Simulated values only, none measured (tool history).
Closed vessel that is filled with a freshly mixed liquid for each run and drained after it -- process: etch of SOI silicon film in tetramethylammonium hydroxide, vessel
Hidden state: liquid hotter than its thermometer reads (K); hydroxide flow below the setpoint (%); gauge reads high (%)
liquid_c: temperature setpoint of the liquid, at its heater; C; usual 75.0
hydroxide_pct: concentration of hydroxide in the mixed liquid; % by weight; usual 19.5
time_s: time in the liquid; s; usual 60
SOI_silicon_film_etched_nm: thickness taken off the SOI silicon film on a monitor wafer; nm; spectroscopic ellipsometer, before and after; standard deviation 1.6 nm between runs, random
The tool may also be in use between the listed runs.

run,hour,liquid_c,hydroxide_pct,time_s,wafers since the last listed run,hours since the thermometer was replaced,hours since the hydroxide flow meter was replaced,hours since the gauge calibration,"read-back film thickness of the SOI silicon film reference wafer, read on the same gauge (nm)",SOI_silicon_film_etched_nm
1,0.0,75.0,19.5,60,0,487.4,859.4,297.7,119.95,424.50
# hour 67.2: hydroxide flow meter replaced
2,105.6,75.0,19.5,60,12197,593.0,38.4,403.3,119.99,426.00
3,182.9,75.0,19.5,60,9013,670.3,115.7,480.6,120.02,425.72
4,424.8,75.0,19.5,60,28207,912.2,357.6,722.5,120.16,426.91
5,491.4,75.0,19.5,60,7766,978.8,424.2,789.1,120.20,428.94
6,814.3,75.0,19.5,60,37652,1301.7,747.1,1112.0,120.52,426.54
# hour 816.3: thermometer replaced
# hour 835.9: hydroxide flow meter replaced
7,906.2,75.0,19.5,60,10482,89.9,70.3,1203.9,120.60,431.05
8,988.5,75.0,15.5,60,9596,172.2,152.6,1286.2,120.69,469.76
9,1058.3,75.0,15.5,60,8139,242.0,222.4,1356.0,120.76,469.05
10,1137.9,75.0,15.5,60,9281,321.6,302.0,1435.6,120.87,469.41
11,1232.7,71.5,19.5,70,11054,416.4,396.8,1530.4,121.00,413.92
12,1277.2,71.5,19.5,70,5189,460.9,441.3,1574.9,121.10,411.97
13,1316.6,71.5,19.5,70,4594,500.3,480.7,1614.3,121.16,412.95
14,1380.8,75.0,19.5,85,7486,564.5,544.9,1678.5,121.26,605.64
15,1443.8,75.0,19.5,60,7346,627.5,607.9,1741.5,121.32,431.67
16,1569.1,75.0,19.5,60,14610,752.8,733.2,1866.8,121.52,429.38
# hour 1604.5: hydroxide flow meter replaced
17,1660.2,71.5,15.0,60,10506,843.9,55.7,1957.9,121.72,393.39
18,1723.4,75.0,19.5,60,7369,907.1,118.9,2021.1,121.85,431.94
# hour 1784.6: gauge calibrated
19,1811.4,81.0,14.5,85,10261,995.1,206.9,26.8,119.95,949.93
20,1897.4,79.0,24.0,70,10028,1081.1,292.9,112.8,119.99,533.20
21,1946.7,75.0,19.5,80,5748,1130.4,342.2,162.1,119.97,565.03
22,2038.9,72.0,15.0,85,10751,1222.6,434.4,254.3,120.02,565.01
23,2115.4,80.5,19.5,60,8920,1299.1,510.9,330.8,120.03,582.34
# hour 2291.7: thermometer replaced
24,2310.4,69.5,22.0,45,22621,18.7,705.9,525.8,120.13,218.83
25,2387.2,72.0,24.5,45,8955,95.5,782.7,602.6,120.15,225.18
26,2430.9,71.5,19.5,70,5095,139.2,826.4,646.3,120.19,408.49
# hour 2483.9: hydroxide flow meter replaced
27,2531.6,71.5,19.5,75,11625,239.9,47.7,747.0,120.25,437.81
28,2580.5,82.0,19.5,60,5702,288.8,96.6,795.9,120.27,630.23
29,2646.7,68.0,19.5,35,7719,355.0,162.8,862.1,120.30,165.89
30,2730.5,75.0,19.5,60,9771,438.8,246.6,945.9,120.39,429.49
31,2779.5,75.0,19.5,60,5713,487.8,295.6,994.9,120.46,424.76
32,2869.1,75.0,19.5,60,10447,577.4,385.2,1084.5,120.51,429.65
33,3179.0,82.0,25.0,45,36136,887.3,695.1,1394.4,120.91,383.34
34,3265.6,75.0,19.5,85,10098,973.9,781.7,1481.0,121.00,607.82

Alternative continuations, all from the tool just after run 34; predict every row:
A,3266.3,75.0,19.5,60,81,974.6,782.4,1481.7,?,?
B,3266.3,75.0,15.0,40,81,974.6,782.4,1481.7,?,?
C,3266.3,71.0,19.5,90,81,974.6,782.4,1481.7,?,?

run,"read-back film thickness of the SOI silicon film reference wafer, read on the same gauge (nm)",SOI_silicon_film_etched_nm
A,121.02,427.56
B,121.02,314.89
C,121.02,509.17
Without the tool's unlogged condition, the same runs would have read:
run,SOI_silicon_film_etched_nm
A,424.00
B,312.26
C,504.93
